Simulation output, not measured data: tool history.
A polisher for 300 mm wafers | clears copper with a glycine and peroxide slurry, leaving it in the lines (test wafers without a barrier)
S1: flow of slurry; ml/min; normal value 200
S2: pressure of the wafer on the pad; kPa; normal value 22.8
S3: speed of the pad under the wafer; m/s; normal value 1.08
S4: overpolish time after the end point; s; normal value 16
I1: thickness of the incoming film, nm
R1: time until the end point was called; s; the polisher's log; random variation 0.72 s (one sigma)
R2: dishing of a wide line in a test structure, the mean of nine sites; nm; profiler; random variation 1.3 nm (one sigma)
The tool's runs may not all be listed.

run	hour	S1	S2	S3	S4	I1	R1	R2
1	0	235	22.8	1.08	16	425	61.6	63.4
2	84.8	235	22.8	1.08	16	416.5	62.6	60.3
3	134.2	235	22.8	1.08	16	422.4	63.8	62.5
4	199.9	200	22.8	0.82	16	415.9	83.6	49.7
# hour 238.2: worn pad replaced by a new one
# hour 241.6: head pressure recalibrated
# hour 267.4: slurry nozzle cleaned
5	268.4	200	22.8	1.08	16	420.1	58.2	69.6
6	324.8	200	22.8	1.08	16	421.4	58.1	65.8
7	430.2	200	22.8	1.08	16	418.6	60.5	64.6
8	513.1	200	22.8	1.08	16	418.6	61.3	62.1
# hour 595.6: worn pad replaced by a new one
9	608.1	200	22.8	1.08	16	415.5	62.4	62.6
10	682.7	200	22.8	1.08	16	415.3	62.7	62.3
11	779.6	200	22.8	1.08	16	422.5	65.3	59.7
# hour 799.9: head pressure recalibrated
12	834.9	200	22.8	1.08	16	413	57.6	64.7
13	896	200	22.8	1.08	16	423.1	61.3	66.7
14	990.4	200	22.8	0.82	16	418.9	78.2	54.8
# hour 1018.6: worn pad replaced by a new one
# hour 1049.4: slurry nozzle cleaned
15	1070.1	250	15.2	1.08	12	413.3	74.9	40.7
16	1165.9	165	19.3	1.36	24	425.8	59.4	88.2
17	1257.3	230	24.8	1.36	16	420.4	47.2	77.4
# hour 1271.2: head pressure recalibrated
18	1305.8	200	30.3	1.08	8	418.4	47.4	44.4
# hour 1361.2: worn pad replaced by a new one
19	1411.7	200	22.8	1.2	24	416.4	55.1	91
20	1501.7	150	22.8	0.82	16	422	83	49.7
21	1548.7	200	22.8	1.08	16	417.2	61.8	63
22	1646.1	200	20	1.08	25	413.7	68.8	81.2
# hour 1733.8: worn pad replaced by a new one
23	1739.3	220	22.8	1.08	7	426.1	64.5	30.5
# hour 1767.1: head pressure recalibrated
24	1807.5	140	22.8	1.08	25	419.2	64.8	85.9
25	1878.3	200	22.8	1.08	6	423.5	60.6	27.4
26	1960	200	22.8	1.08	16	415.8	61	64.6

How would selected steps in R1 from run to run divide? Give the signed amount a tool lacking its hidden state would still show from settings, what came in and random variation, and the signed amount left for the hidden state, including any gauge scatter that is not in both of the compared results.
Hidden conditions of the tool in this case: removal rate lost through wear of the pad, %; slurry flow missing at the pad, %; deviation of the head's pressure from its setpoint, %.
Run 4 -> 5: S3 0.82 -> 1.08, worn pad replaced by a new one, head pressure recalibrated, slurry nozzle cleaned. R1 -25.4 s: hidden state -11.1, all else -14.3.
Run 11 -> 12: head pressure recalibrated. R1 -7.7 s: hidden state -5.8, all else -1.9.
Run 19 -> 20: S1 200 -> 150, S3 1.2 -> 0.82, S4 24 -> 16. R1 +27.9 s: hidden state +4.2, all else +23.7.

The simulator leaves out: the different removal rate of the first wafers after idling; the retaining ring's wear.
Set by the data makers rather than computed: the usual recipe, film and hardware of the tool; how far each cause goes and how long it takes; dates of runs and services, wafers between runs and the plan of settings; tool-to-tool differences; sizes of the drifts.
